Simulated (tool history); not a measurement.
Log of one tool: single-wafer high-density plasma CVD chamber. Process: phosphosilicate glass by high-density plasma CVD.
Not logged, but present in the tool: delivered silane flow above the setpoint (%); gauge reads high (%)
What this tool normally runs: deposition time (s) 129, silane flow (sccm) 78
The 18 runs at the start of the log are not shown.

run	hour	deposition time (s)	silane flow (sccm)	wafers since the last listed run	hours since the silane flow controller was replaced	hours since the gauge calibration	read-back reference wafer on the same gauge, thickness_nm	mean film thickness on the monitor wafer (angstrom)
19	922.6	111	71	496	1650.8	68	877.7	7616.48
# hour 967: silane flow controller replaced
20	970.9	111	71	587	3.9	116.3	877.389	7935.07
21	1037.3	129	78	967	70.3	182.7	878.64	10007.4
22	1098.9	115	66	897	131.9	244.3	876.773	7680.13
23	1159.6	110	68	884	192.6	305	878.321	7534.12
24	1215.7	118	83	817	248.7	361.1	879.164	9617.33
25	1245.9	147	91	439	278.9	391.3	876.064	12962.21
26	1274	120	78	409	307	419.4	877.786	9267.41
27	1340.2	145	83	964	373.2	485.6	878.013	11684.55
28	1513.3	111	71	2521	546.3	658.7	877.919	7800.53
29	1577	118	69	928	610	722.4	879.15	8160.79
30	1627.6	139	83	737	660.6	773	880.166	11120.11
31	1675.6	113	85	699	708.6	821	879.38	9140.11
32	1810.9	141	63	1971	843.9	956.3	878.176	8908.01
33	1879.3	129	64	996	912.3	1024.7	877.702	8207.87
34	1919.2	141	72	581	952.2	1064.6	877.622	9953.18
35	1968.4	119	65	716	1001.4	1113.8	878.27	7722.87
36	1995.4	153	91	393	1028.4	1140.8	875.79	13173.09
37	2050.2	149	86	798	1083.2	1195.6	877.348	12104.89
38	2081.3	140	86	453	1114.3	1226.7	881.158	11470.98
39	2145.5	129	67	935	1178.5	1290.9	880.194	8554.31
40	2216.4	129	78	1032	1249.4	1361.8	876.519	9630.93
41	2259.3	129	78	625	1292.3	1404.7	878.991	9698.62

Consider 4 possible next runs. They are alternatives, not a sequence: every one starts from the tool as it was left by run 41. What does each give?
A	2259.7	108	78	5	1292.7	1405.1	?	?
B	2259.7	148	85	5	1292.7	1405.1	?	?
C	2259.7	136	88	5	1292.7	1405.1	?	?
D	2259.7	109	65	5	1292.7	1405.1	?	?

run	read-back reference wafer on the same gauge, thickness_nm	mean film thickness on the monitor wafer (angstrom)
A	877.569	8124.17
B	877.569	11978.63
C	877.569	11340.38
D	877.569	7042.93
With the hidden condition removed and each run's random variation left untouched, the same runs would have given:
run	mean film thickness on the monitor wafer (angstrom)
A	8328.7
B	12280.2
C	11625.88
D	7220.24
